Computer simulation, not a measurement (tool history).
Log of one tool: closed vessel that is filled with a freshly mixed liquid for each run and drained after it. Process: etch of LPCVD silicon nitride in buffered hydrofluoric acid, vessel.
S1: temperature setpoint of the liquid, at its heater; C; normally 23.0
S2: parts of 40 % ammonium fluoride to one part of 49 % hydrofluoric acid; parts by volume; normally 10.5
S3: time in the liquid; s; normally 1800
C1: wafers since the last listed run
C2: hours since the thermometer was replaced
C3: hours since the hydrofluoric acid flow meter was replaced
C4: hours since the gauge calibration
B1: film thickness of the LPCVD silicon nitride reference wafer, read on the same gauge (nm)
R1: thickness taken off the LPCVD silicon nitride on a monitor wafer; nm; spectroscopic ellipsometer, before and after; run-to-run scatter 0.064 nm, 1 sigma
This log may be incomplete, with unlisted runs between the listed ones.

run,hour,S1,S2,S3,C1,C2,C3,C4,B1,R1
1,0.0,23.0,10.5,1800,0,2470.0,2152.8,9.3,100.00,18.12
2,59.4,23.0,10.5,1425,3118,2529.4,2212.2,68.7,100.02,14.25
3,104.5,23.0,10.5,1425,2367,2574.5,2257.3,113.8,100.02,14.22
4,168.6,23.0,10.5,1425,3365,2638.6,2321.4,177.9,99.98,14.26
5,270.7,23.0,11.5,1800,5360,2740.7,2423.5,280.0,100.00,16.88
6,328.0,23.0,11.5,1800,3008,2798.0,2480.8,337.3,99.98,16.90
# hour 374.4: thermometer replaced
7,378.2,23.0,11.5,1800,2583,3.8,2531.0,387.5,100.01,19.42
8,408.2,24.5,10.5,1800,1575,33.8,2561.0,417.5,99.99,22.31
# hour 449.4: hydrofluoric acid flow meter replaced
9,469.9,20.0,7.5,2125,3187,95.5,20.5,479.2,100.00,25.36
10,496.0,21.5,10.5,1800,1370,121.6,46.6,505.3,99.99,17.10
# hour 497.8: gauge calibrated
11,530.2,26.5,10.5,1800,1795,155.8,80.8,32.4,99.97,22.40
12,572.8,21.5,10.5,1800,2236,198.4,123.4,75.0,100.01,17.13
13,629.1,23.0,10.5,1800,2956,254.7,179.7,131.3,100.03,18.71
14,678.5,26.5,13.0,2155,2593,304.1,229.1,180.7,100.00,21.90
15,723.6,26.0,9.0,1360,2367,349.2,274.2,225.8,100.02,18.50

A few steps of R1 between consecutive runs. Split each: what settings, incoming material and random variation would produce without the hidden state, and what is left over for the hidden state, along with gauge scatter present in only one of the two compared results (measured, and without hidden state):
The hidden state here: liquid colder than its thermometer reads (K); hydrofluoric acid flow above the setpoint (%); gauge reads high (%).
Run 6 -> 7: thermometer replaced. R1 +2.52 nm: hidden state +2.53, all else -0.01.
Run 9 -> 10: S1 20.0 -> 21.5, S2 7.5 -> 10.5, S3 2125 -> 1800. R1 -8.26 nm: hidden state +0.15, all else -8.41.
